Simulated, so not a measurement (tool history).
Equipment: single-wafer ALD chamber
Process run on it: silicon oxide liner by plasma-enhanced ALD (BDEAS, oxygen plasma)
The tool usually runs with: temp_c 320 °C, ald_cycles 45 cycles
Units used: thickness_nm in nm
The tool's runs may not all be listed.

run   hour  temp_c  ald_cycles  wafers since the last listed run  hours since the last thermocouple change  hours since the gauge calibration  read-back reference wafer on the same gauge, thickness_nm  thickness_nm
  1      0     320          45                                 0                                       652                              320.8                                                      4.142         4.361
  2    7.4     320          45                                71                                     659.4                              328.2                                                      4.137         4.328
  3   13.4     320          45                                58                                     665.4                              334.2                                                      4.137         4.337
  4   21.3     312          45                                76                                     673.3                              342.1                                                      4.141          4.38
  5   33.2     312          45                               115                                     685.2                                354                                                      4.146         4.381
      34.6  -- gauge calibrated
  6   49.6     312          45                               158                                     701.6                                 15                                                      4.088         4.312
  7   60.5     331          45                               105                                     712.5                               25.9                                                      4.091         4.219
  8     76     320          45                               150                                       728                               41.4                                                      4.101         4.286
  9  123.2     320          45                               456                                     775.2                               88.6                                                      4.114         4.316
 10  133.6     320          45                               100                                     785.6                                 99                                                       4.12         4.307
 11  143.8     308          47                                98                                     795.8                              109.2                                                      4.118          4.59
 12  161.5     308          47                               171                                     813.5                              126.9                                                      4.122         4.581
 13  170.7     308          47                                89                                     822.7                              136.1                                                      4.119         4.587
 14  188.3     320          50                               170                                     840.3                              153.7                                                      4.128         4.778
 15    198     320          50                                93                                       850                              163.4                                                      4.131         4.793
 16  207.6     320          45                                92                                     859.6                                173                                                      4.131         4.315
 17  223.6     320          45                               154                                     875.6                                189                                                      4.134         4.339
 18  239.7     320          45                               155                                     891.7                              205.1                                                      4.134         4.314
 19  254.3     320          45                               141                                     906.3                              219.7                                                      4.133         4.331
 20  262.6     312          48                                80                                     914.6                                228                                                      4.139         4.677
 21    276     320          45                               129                                       928                              241.4                                                      4.137         4.331
 22  282.6     320          45                                63                                     934.6                                248                                                      4.136         4.344
 23  291.8     325          49                                89                                     943.8                              257.2                                                       4.14         4.676
 24  299.8     314          40                                77                                     951.8                              265.2                                                       4.14         3.895
 25    307     320          52                                69                                       959                              272.4                                                      4.139         5.026
 26  316.7     331          39                                93                                     968.7                              282.1                                                       4.14         3.703
 27  325.9     312          50                                89                                     977.9                              291.3                                                      4.144         4.876
     360.7  -- thermocouple changed; heater temperature recalibrated
 28  373.5     320          45                               383                                      12.8                              338.9                                                      4.143         4.358
 29  386.3     320          50                               123                                      25.6                              351.7                                                      4.144         4.826
 30  393.8     320          45                                72                                      33.1                              359.2                                                      4.144         4.347
 31  403.2     312          51                                91                                      42.5                              368.6                                                      4.144         4.962
 32  412.6     307          37                                91                                      51.9                                378                                                      4.147         3.638
 33  427.9     328          37                               148                                      67.2                              393.3                                                      4.152         3.541
 34  442.2     328          40                               138                                      81.5                              407.6                                                       4.15         3.797
     448.7  -- gauge calibrated
 35  449.7     320          50                                72                                        89                                  1                                                      4.071         4.737
 36  465.9     327          50                               156                                     105.2                               17.2                                                      4.074         4.705
 37    473     320          45                                68                                     112.3                               24.3                                                       4.08         4.278
 38  488.4     320          45                               149                                     127.7                               39.7                                                      4.089         4.285
 39  500.1     320          45                               113                                     139.4                               51.4                                                      4.094         4.278
 40  517.2     334          39                               165                                     156.5                               68.5                                                      4.096         3.636
 41  528.9     320          45                               113                                     168.2                               80.2                                                      4.103         4.267
 42    535     326          45                                59                                     174.3                               86.3                                                      4.099         4.253
 43  546.2     313          45                               108                                     185.5                               97.5                                                      4.103         4.333
 44  552.3     333          38                                59                                     191.6                              103.6                                                      4.107         3.567
 45    559     320          45                                64                                     198.3                              110.3                                                      4.113         4.285
 46  576.3     311          45                               167                                     215.6                              127.6                                                      4.109         4.334
 47  583.7     314          42                                71                                       223                                135                                                       4.11         4.051
 48  594.4     333          41                               103                                     233.7                              145.7                                                      4.122         3.838

Same runs, no hidden state in the tool, same run-to-run variation:
Hidden conditions of the tool in this case: wafer temperature above the value expected at the setpoint (K); gauge reads high (%).
run  thickness_nm
  1         4.298
  2         4.265
  3         4.274
  4         4.316
  5         4.316
  6         4.304
  7         4.205
  8         4.266
  9          4.28
 10         4.268
 11         4.546
 12         4.533
 13         4.537
 14         4.722
 15         4.736
 16         4.262
 17         4.283
 18         4.256
 19         4.271
 20         4.612
 21          4.27
 22         4.282
 23         4.609
 24         3.838
 25         4.952
 26         3.648
 27         4.802
 28          4.29
 29          4.75
 30         4.279
 31         4.883
 32          3.58
 33         3.484
 34         3.736
 35         4.749
 36         4.707
 37         4.276
 38         4.277
 39         4.265
 40         3.621
 41         4.245
 42         4.229
 43         4.306
 44         3.544
 45         4.255
 46           4.3
 47         4.018
 48         3.804

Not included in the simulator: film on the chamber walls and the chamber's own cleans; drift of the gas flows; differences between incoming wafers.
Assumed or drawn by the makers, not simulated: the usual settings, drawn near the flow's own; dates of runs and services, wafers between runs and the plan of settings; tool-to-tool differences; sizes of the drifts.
